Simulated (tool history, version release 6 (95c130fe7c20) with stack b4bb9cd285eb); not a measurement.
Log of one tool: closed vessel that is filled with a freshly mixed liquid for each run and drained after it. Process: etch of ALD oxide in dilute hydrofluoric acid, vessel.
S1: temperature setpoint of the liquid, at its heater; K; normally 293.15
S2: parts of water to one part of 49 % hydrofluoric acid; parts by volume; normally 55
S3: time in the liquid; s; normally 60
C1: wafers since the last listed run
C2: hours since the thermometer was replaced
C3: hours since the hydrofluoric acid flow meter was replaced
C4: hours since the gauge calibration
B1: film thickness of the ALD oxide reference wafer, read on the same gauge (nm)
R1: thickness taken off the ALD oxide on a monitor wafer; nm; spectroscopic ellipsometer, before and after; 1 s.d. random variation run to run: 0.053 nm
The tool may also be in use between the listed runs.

Run 1, hour 0.0: usual settings; C1 0; C2 586.4; C3 1005.1; C4 29.4; B1 130.00. Result: R1 14.41 nm.
Run 2, hour 7.9: usual settings; C1 1153; C2 594.3; C3 1013.0; C4 37.3; B1 129.99. Result: R1 14.40 nm.
Run 3, hour 21.7: usual settings; C1 2014; C2 608.1; C3 1026.8; C4 51.1; B1 130.02. Result: R1 14.48 nm.
Run 4, hour 33.9: usual settings; C1 1781; C2 620.3; C3 1039.0; C4 63.3; B1 129.99. Result: R1 14.50 nm.
At hour 52.3: gauge calibrated.
Run 5, hour 56.7: usual settings; C1 3329; C2 643.1; C3 1061.8; C4 4.4; B1 130.00. Result: R1 14.49 nm.
Run 6, hour 69.1: usual settings; C1 1810; C2 655.5; C3 1074.2; C4 16.8; B1 130.01. Result: R1 14.62 nm.
Run 7, hour 75.6: usual settings; C1 949; C2 662.0; C3 1080.7; C4 23.3; B1 130.03. Result: R1 14.54 nm.

The next listed run, before its measurement:
Run 8, hour 86.3: usual settings; C1 1562; C2 672.7; C3 1091.4; C4 34.0; B1 ?. Result: R1 ?.

Run 8 measured B1 130.01, R1 14.60 nm.
The same run, on a tool lacking any hidden state, would have yielded R1 12.91 nm.
